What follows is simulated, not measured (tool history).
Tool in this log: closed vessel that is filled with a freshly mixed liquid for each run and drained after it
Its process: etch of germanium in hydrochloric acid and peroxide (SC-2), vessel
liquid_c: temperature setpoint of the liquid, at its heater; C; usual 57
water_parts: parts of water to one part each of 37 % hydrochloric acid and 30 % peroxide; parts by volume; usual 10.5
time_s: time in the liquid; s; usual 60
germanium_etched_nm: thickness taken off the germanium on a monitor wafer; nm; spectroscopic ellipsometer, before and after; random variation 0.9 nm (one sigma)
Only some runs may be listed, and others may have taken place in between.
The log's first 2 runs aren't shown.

run,hour,liquid_c,water_parts,time_s,wafers since the last listed run,hours since the thermometer was replaced,hours since the chemicals flow meter was replaced,hours since the drum of peroxide was connected,hours since the gauge calibration,"read-back film thickness of the germanium reference wafer, read on the same gauge (nm)",germanium_etched_nm
3,221.6,57,10.5,60,4667,706.8,1613.1,1198.3,2067.4,100.02,130.23
# hour 226.4: gauge calibrated
4,263.3,64,10.5,60,3475,748.5,1654.8,1240,36.9,99.99,160.27
5,307.8,64,10.5,60,3708,793,1699.3,1284.5,81.4,99.97,161.38
# hour 323.6: thermometer replaced
# hour 342.7: new drum of peroxide connected
6,343.6,64,10.5,60,2817,20,1735.1,0.9,117.2,99.96,171.49
7,374.5,50,13.5,60,2575,50.9,1766,31.8,148.1,99.94,109.69
8,420.7,50,13.5,60,3850,97.1,1812.2,78,194.3,100.02,109
9,468.4,57,10.5,60,3975,144.8,1859.9,125.7,242,100.03,136.64
10,507.6,57,10.5,60,3267,184,1899.1,164.9,281.2,99.97,138.57
11,555.3,57,7.5,45,3975,231.7,1946.8,212.6,328.9,100.01,105.75
12,621.3,57,7.5,60,5500,297.7,2012.8,278.6,394.9,99.97,141.22
13,689.9,64,10.5,60,5717,366.3,2081.4,347.2,463.5,100.02,167.38
14,718,54.5,15.5,60,2342,394.4,2109.5,375.3,491.6,100.01,119.72
# hour 787: chemicals flow meter replaced
15,787.9,62.5,8.5,80,5742,464.3,0.9,445.2,561.5,100,218.61
16,849.9,57,10.5,95,5167,526.3,62.9,507.2,623.5,100.03,214.88
17,895.2,67,8,30,3775,571.6,108.2,552.5,668.8,100,91.74
18,960.4,57,10.5,60,5434,636.8,173.4,617.7,734,100.03,130.95
19,1007.1,57,10.5,60,3892,683.5,220.1,664.4,780.7,100.03,133.71
20,1051.9,57,10.5,60,3733,728.3,264.9,709.2,825.5,100.03,131.06
21,1096.9,60.5,12,30,3750,773.3,309.9,754.2,870.5,99.98,71.03
22,1123.9,57,6,40,2250,800.3,336.9,781.2,897.5,99.99,92
# hour 1135.4: thermometer replaced
23,1189.1,66.5,5.5,60,5350,53.7,402.1,846.4,962.7,99.94,194.8
24,1231.1,48,6,85,3500,95.7,444.1,888.4,1004.7,99.99,154.99
25,1258.1,57,15,50,2250,122.7,471.1,915.4,1031.7,100.01,109.32

Run 26 has not been measured yet. What should we expect?
26,1327,57,8.5,60,5742,191.6,540,984.3,1100.6,?,?

Run 26 gave read-back film thickness of the germanium reference wafer, read on the same gauge (nm) 100.03, germanium_etched_nm 141.11 nm.
Without the tool's hidden state the same run would have given germanium_etched_nm 144.04 nm.

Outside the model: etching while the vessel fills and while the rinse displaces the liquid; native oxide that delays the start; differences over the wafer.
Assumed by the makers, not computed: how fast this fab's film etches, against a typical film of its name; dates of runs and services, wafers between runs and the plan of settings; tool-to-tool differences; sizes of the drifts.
